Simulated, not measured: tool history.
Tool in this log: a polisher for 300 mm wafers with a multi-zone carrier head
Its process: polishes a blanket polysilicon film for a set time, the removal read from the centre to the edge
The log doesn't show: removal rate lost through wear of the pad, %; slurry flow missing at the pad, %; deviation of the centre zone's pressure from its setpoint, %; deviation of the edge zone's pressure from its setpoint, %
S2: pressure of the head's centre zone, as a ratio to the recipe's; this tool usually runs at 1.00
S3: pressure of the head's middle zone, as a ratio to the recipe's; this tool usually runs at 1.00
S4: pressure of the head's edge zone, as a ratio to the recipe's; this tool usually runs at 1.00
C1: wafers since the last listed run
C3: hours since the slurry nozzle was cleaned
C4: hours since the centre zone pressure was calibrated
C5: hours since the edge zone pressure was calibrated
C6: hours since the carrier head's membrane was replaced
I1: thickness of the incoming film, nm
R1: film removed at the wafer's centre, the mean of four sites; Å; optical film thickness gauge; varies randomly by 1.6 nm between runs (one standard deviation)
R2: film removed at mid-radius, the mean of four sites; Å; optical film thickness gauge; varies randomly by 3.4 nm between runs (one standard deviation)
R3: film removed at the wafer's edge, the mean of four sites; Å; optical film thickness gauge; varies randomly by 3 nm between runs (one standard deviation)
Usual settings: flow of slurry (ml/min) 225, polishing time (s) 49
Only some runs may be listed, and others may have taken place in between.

Run 1, hour 0.0: usual settings but polishing time (s) 61; C1 0; wafers polished on this pad 439; C3 17.5; C4 670.0; C5 317.6; C6 433.8; I1 2209.8. Result: R1 3389 Å, R2 3278 Å, R3 3424 Å.
Run 2, hour 38.7: usual settings but polishing time (s) 61; C1 215; wafers polished on this pad 654; C3 56.2; C4 708.7; C5 356.3; C6 472.5; I1 2187.8. Result: R1 3408 Å, R2 3285 Å, R3 3434 Å.
Run 3, hour 78.2: usual settings but S4 1.05; C1 219; wafers polished on this pad 874; C3 95.7; C4 748.2; C5 395.8; C6 512.0; I1 2214.9. Result: R1 2719 Å, R2 2568 Å, R3 2813 Å.
Run 4, hour 126.9: usual settings but S4 1.05; C1 271; wafers polished on this pad 1145; C3 144.4; C4 796.9; C5 444.5; C6 560.7; I1 2232.5. Result: R1 2697 Å, R2 2688 Å, R3 2828 Å.
At hour 157.7: worn pad replaced by a new one.
Run 5, hour 253.3: usual settings but polishing time (s) 37; C1 681; wafers polished on this pad 532; C3 270.8; C4 923.3; C5 570.9; C6 687.1; I1 2218.9. Result: R1 2010 Å, R2 1903 Å, R3 2041 Å.
Run 6, hour 295.1: usual settings; C1 232; wafers polished on this pad 764; C3 312.6; C4 965.1; C5 612.7; C6 728.9; I1 2196.5. Result: R1 2621 Å, R2 2504 Å, R3 2701 Å.
At hour 318.3: slurry nozzle cleaned.
At hour 386.6: worn pad replaced by a new one, of another model than before.
At hour 395.1: carrier head's membrane replaced by a new one.
Run 7, hour 421.6: usual settings; C1 648; wafers polished on this pad 167; C3 103.3; C4 1091.6; C5 739.2; C6 26.5; I1 2189.3. Result: R1 2722 Å, R2 2668 Å, R3 2763 Å.
Run 8, hour 490.6: usual settings; C1 384; wafers polished on this pad 551; C3 172.3; C4 1160.6; C5 808.2; C6 95.5; I1 2220.2. Result: R1 2686 Å, R2 2590 Å, R3 2741 Å.
At hour 519.8: centre zone pressure recalibrated.
Run 9, hour 560.7: usual settings; C1 378; wafers polished on this pad 930; C3 242.4; C4 40.9; C5 878.3; C6 165.6; I1 2212.2. Result: R1 2641 Å, R2 2588 Å, R3 2681 Å.
Run 10, hour 588.7: usual settings but flow of slurry (ml/min) 160, S3 0.92, S4 1.11, polishing time (s) 35; C1 155; wafers polished on this pad 1086; C3 270.4; C4 68.9; C5 906.3; C6 193.6; I1 2234.8. Result: R1 1627 Å, R2 1488 Å, R3 1879 Å.
At hour 604.1: edge zone pressure recalibrated.
At hour 616.2: worn pad replaced by a new one.
Run 11, hour 658.1: usual settings but flow of slurry (ml/min) 145, S4 0.95; C1 352; wafers polished on this pad 233; C3 339.8; C4 138.3; C5 54.0; C6 263.0; I1 2213.8. Result: R1 1939 Å, R2 1944 Å, R3 2213 Å.
At hour 692.0: slurry nozzle cleaned.
Run 12, hour 717.9: usual settings; C1 327; wafers polished on this pad 560; C3 25.9; C4 198.1; C5 113.8; C6 322.8; I1 2162.5. Result: R1 2732 Å, R2 2663 Å, R3 2739 Å.
Run 13, hour 746.4: usual settings; C1 158; wafers polished on this pad 719; C3 54.4; C4 226.6; C5 142.3; C6 351.3; I1 2248.7. Result: R1 2735 Å, R2 2629 Å, R3 2723 Å.
Run 14, hour 811.3: usual settings but S2 1.05; C1 361; wafers polished on this pad 1080; C3 119.3; C4 291.5; C5 207.2; C6 416.2; I1 2195.6. Result: R1 2851 Å, R2 2588 Å, R3 2753 Å.
At hour 845.6: worn pad replaced by a new one.
Run 15, hour 862.2: usual settings but S3 1.03, S4 1.05; C1 261; wafers polished on this pad 92; C3 170.2; C4 342.4; C5 258.1; C6 467.1; I1 2184.3. Result: R1 2721 Å, R2 2653 Å, R3 2762 Å.
Run 16, hour 914.1: usual settings; C1 288; wafers polished on this pad 381; C3 222.1; C4 394.3; C5 310.0; C6 519.0; I1 2213.0. Result: R1 2694 Å, R2 2604 Å, R3 2720 Å.
Run 17, hour 944.1: usual settings but S2 0.91; C1 166; wafers polished on this pad 548; C3 252.1; C4 424.3; C5 340.0; C6 549.0; I1 2205.2. Result: R1 2407 Å, R2 2570 Å, R3 2686 Å.
Run 18, hour 993.9: usual settings but S2 1.06, S4 1.09, polishing time (s) 33; C1 277; wafers polished on this pad 825; C3 301.9; C4 474.1; C5 389.8; C6 598.8; I1 2221.9. Result: R1 1864 Å, R2 1708 Å, R3 1827 Å.

Predict each of these 4 candidate next runs independently; none follows another, all start after run 18:
Run A, hour 994.3: usual settings; C1 2; wafers polished on this pad 827; C3 302.3; C4 474.5; C5 390.2; C6 599.2; I1 2218.0. Result: R1 ?, R2 ?, R3 ?.
Run B, hour 994.3: usual settings but S2 1.06, S3 0.88; C1 2; wafers polished on this pad 827; C3 302.3; C4 474.5; C5 390.2; C6 599.2; I1 2218.0. Result: R1 ?, R2 ?, R3 ?.
Run C, hour 994.3: usual settings but S4 1.09; C1 2; wafers polished on this pad 827; C3 302.3; C4 474.5; C5 390.2; C6 599.2; I1 2218.0. Result: R1 ?, R2 ?, R3 ?.
Run D, hour 994.3: usual settings but flow of slurry (ml/min) 155, S2 1.10, S3 1.06; C1 2; wafers polished on this pad 827; C3 302.3; C4 474.5; C5 390.2; C6 599.2; I1 2218.0. Result: R1 ?, R2 ?, R3 ?.

run    R1    R2    R3
  A  2602  2512  2643
  B  2757  2257  2647
  C  2602  2512  2757
  D  2381  2244  2363
Take away the tool's hidden state, keep each run's random variation, and the runs would have read:
run    R1    R2    R3
  A  2754  2643  2743
  B  2918  2375  2748
  C  2754  2643  2862
  D  2657  2468  2518

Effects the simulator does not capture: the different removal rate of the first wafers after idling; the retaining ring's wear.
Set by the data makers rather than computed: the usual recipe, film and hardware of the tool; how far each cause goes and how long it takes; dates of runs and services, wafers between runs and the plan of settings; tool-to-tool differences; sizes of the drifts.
